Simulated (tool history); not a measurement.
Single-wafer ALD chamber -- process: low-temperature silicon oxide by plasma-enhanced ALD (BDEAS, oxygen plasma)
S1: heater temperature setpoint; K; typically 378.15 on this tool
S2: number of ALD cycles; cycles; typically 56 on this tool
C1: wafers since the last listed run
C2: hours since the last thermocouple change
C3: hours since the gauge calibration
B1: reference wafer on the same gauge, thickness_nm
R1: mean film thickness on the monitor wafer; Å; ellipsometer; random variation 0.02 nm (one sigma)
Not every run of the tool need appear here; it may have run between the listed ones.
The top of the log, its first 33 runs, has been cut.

run 34 hour=796.4 | S1=371.15 S2=56 | C1=220 C2=178.3 C3=166.6 | B1=9.211 | R1=79.44
run 35 hour=828 | S1=373.15 S2=46 | C1=230 C2=209.9 C3=198.2 | B1=9.215 | R1=64.92
run 36 hour=854.7 | S1=378.15 S2=66 | C1=194 C2=236.6 C3=224.9 | B1=9.204 | R1=92.13
run 37 hour=884.5 | S1=383.15 S2=47 | C1=217 C2=266.4 C3=254.7 | B1=9.21 | R1=65.03
run 38 hour=903 | S1=364.15 S2=61 | C1=134 C2=284.9 C3=273.2 | B1=9.209 | R1=89.35
run 39 hour=936.4 | S1=373.15 S2=48 | C1=243 C2=318.3 C3=306.6 | B1=9.217 | R1=67.72
run 40 hour=955.7 | S1=366.15 S2=49 | C1=140 C2=337.6 C3=325.9 | B1=9.206 | R1=71.29
run 41 hour=988.1 | S1=391.15 S2=48 | C1=235 C2=370 C3=358.3 | B1=9.207 | R1=65.27
run 42 hour=1004.4 | S1=373.15 S2=46 | C1=118 C2=386.3 C3=374.6 | B1=9.214 | R1=64.96
run 43 hour=1030.7 | S1=393.15 S2=49 | C1=191 C2=412.6 C3=400.9 | B1=9.212 | R1=66.56
run 44 hour=1048.2 | S1=385.15 S2=52 | C1=127 C2=430.1 C3=418.4 | B1=9.212 | R1=71.55

Below are 5 alternative next runs, each starting from the tool's condition after run 44. Predict each:
run A hour=1048.7 | S1=364.15 S2=56 | C1=3 C2=430.6 C3=418.9 | B1=? | R1=?
run B hour=1048.7 | S1=378.15 S2=47 | C1=3 C2=430.6 C3=418.9 | B1=? | R1=?
run C hour=1048.7 | S1=367.15 S2=61 | C1=3 C2=430.6 C3=418.9 | B1=? | R1=?
run D hour=1048.7 | S1=384.15 S2=56 | C1=3 C2=430.6 C3=418.9 | B1=? | R1=?
run E hour=1048.7 | S1=368.15 S2=56 | C1=3 C2=430.6 C3=418.9 | B1=? | R1=?

run=A B1=9.206 R1=82.03
run=B B1=9.206 R1=65.7
run=C B1=9.206 R1=88.31
run=D B1=9.206 R1=77.33
run=E B1=9.206 R1=80.75
What these runs would have given with no unlogged condition in the tool:
run=A R1=82.03
run=B R1=65.7
run=C R1=88.31
run=D R1=77.33
run=E R1=80.75

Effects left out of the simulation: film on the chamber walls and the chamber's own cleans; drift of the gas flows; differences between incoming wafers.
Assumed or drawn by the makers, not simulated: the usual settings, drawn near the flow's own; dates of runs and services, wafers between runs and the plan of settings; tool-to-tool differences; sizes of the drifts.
